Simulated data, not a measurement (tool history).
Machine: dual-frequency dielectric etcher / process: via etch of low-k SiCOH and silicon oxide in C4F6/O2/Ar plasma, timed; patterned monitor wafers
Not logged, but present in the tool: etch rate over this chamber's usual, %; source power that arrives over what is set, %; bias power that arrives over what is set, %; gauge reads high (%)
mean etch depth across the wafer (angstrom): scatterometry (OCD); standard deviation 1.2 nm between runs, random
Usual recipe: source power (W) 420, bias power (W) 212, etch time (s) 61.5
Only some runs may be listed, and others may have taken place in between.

run	day	source power (W)	bias power (W)	etch time (s)	wafers since the last listed run	hours since the last wet clean	hours since the last source power generator calibration	hours since the last bias power generator calibration	hours since the last upper electrode change	hours since the gauge calibration	read-back reference wafer on the same gauge, depth_nm	mean etch depth across the wafer (angstrom)
1	0	420	212	61.5	0	78.5	2783.5	4187.5	2067.8	870.3	180	1909
2	3.583	420	212	61.5	789	164.5	2869.5	4273.5	2153.8	956.3	180.1	1926
3	5.917	420	212	61.5	513	220.5	2925.5	4329.5	2209.8	1012.3	180.4	1915
4	8.658	420	212	61.5	603	286.3	2991.3	4395.3	2275.6	1078.1	179.9	1960
5	12.571	420	212	61.5	861	380.2	3085.2	4489.2	2369.5	1172	180.1	1933
6	16.325	420	212	61.5	826	470.3	3175.3	4579.3	2459.6	1262.1	179.8	1958
7	20.383	420	212	61.5	893	567.7	3272.7	4676.7	2557	1359.5	179.7	1955
# day 22.104: wet clean of the chamber
8	22.125	420	212	61.5	163	0.5	3314.5	4718.5	2598.8	1401.3	180.1	1898
9	26.346	420	212	61.5	929	101.8	3415.8	4819.8	2700.1	1502.6	179.6	1914
10	30.462	510	212	61.5	906	200.6	3514.6	4918.6	2798.9	1601.4	180.2	2010
11	32.2	420	212	52.5	382	242.3	3556.3	4960.3	2840.6	1643.1	180.2	1651
12	34.9	470	257	71.5	594	307.1	3621.1	5025.1	2905.4	1707.9	179.8	2422
# day 38.821: source power generator calibrated
13	38.842	420	212	61.5	831	401.7	0.5	5119.7	3000	1802.5	180.2	1949
# day 40.046: upper electrode replaced
# day 41.888: wet clean of the chamber
# day 42.092: bias power generator calibrated
14	42.804	420	212	44.5	395	22	95.6	17.1	66.2	1897.6	180.2	1368
15	46.179	500	212	61.5	743	103	176.6	98.1	147.2	1978.6	179.8	1983
16	49.242	420	170	78	674	176.5	250.1	171.6	220.7	2052.1	180	2323
17	50.892	470	212	61.5	363	216.1	289.7	211.2	260.3	2091.7	180.2	1982
18	53.438	340	172	46	560	277.2	350.8	272.3	321.4	2152.8	180	1303
19	55.85	420	212	61.5	531	335.1	408.7	330.2	379.3	2210.7	179.9	1939
20	58.025	380	164	77	479	387.3	460.9	382.4	431.5	2262.9	180.2	2263
21	61.4	420	255	61.5	743	468.3	541.9	463.4	512.5	2343.9	180.1	2019
# day 65.45: gauge calibrated
# day 65.929: wet clean of the chamber
22	65.95	380	256	73.5	781	0.5	651.1	572.6	621.7	12	179.8	2325
23	69.4	500	212	54	759	83.3	733.9	655.4	704.5	94.8	180.1	1762
24	71.121	390	212	61.5	379	124.6	775.2	696.7	745.8	136.1	179.7	1903
25	73.012	420	212	76	416	170	820.6	742.1	791.2	181.5	180.1	2371
26	76.783	420	233	72	830	260.5	911.1	832.6	881.7	272	180.2	2338
27	87.333	420	212	61.5	2323	513.7	1164.3	1085.8	1134.9	525.2	179.4	1975
# day 89.583: wet clean of the chamber
28	90.104	360	247	80	390	12.5	1230.8	1152.3	1201.4	591.7	180.2	2481

Alternative continuations, all from the tool just after run 28; predict every row:
A	90.121	420	212	51	3	12.9	1231.2	1152.7	1201.8	592.1	?	?
B	90.121	470	227	43.5	3	12.9	1231.2	1152.7	1201.8	592.1	?	?
C	90.121	490	230	73	3	12.9	1231.2	1152.7	1201.8	592.1	?	?
D	90.121	420	256	61.5	3	12.9	1231.2	1152.7	1201.8	592.1	?	?
E	90.121	340	212	61.5	3	12.9	1231.2	1152.7	1201.8	592.1	?	?

run	read-back reference wafer on the same gauge, depth_nm	mean etch depth across the wafer (angstrom)
A	180.1	1588
B	180.1	1414
C	180.1	2406
D	180.1	1995
E	180.1	1819
With no hidden state in the tool, these same runs would have given:
run	mean etch depth across the wafer (angstrom)
A	1581
B	1408
C	2395
D	1986
E	1811
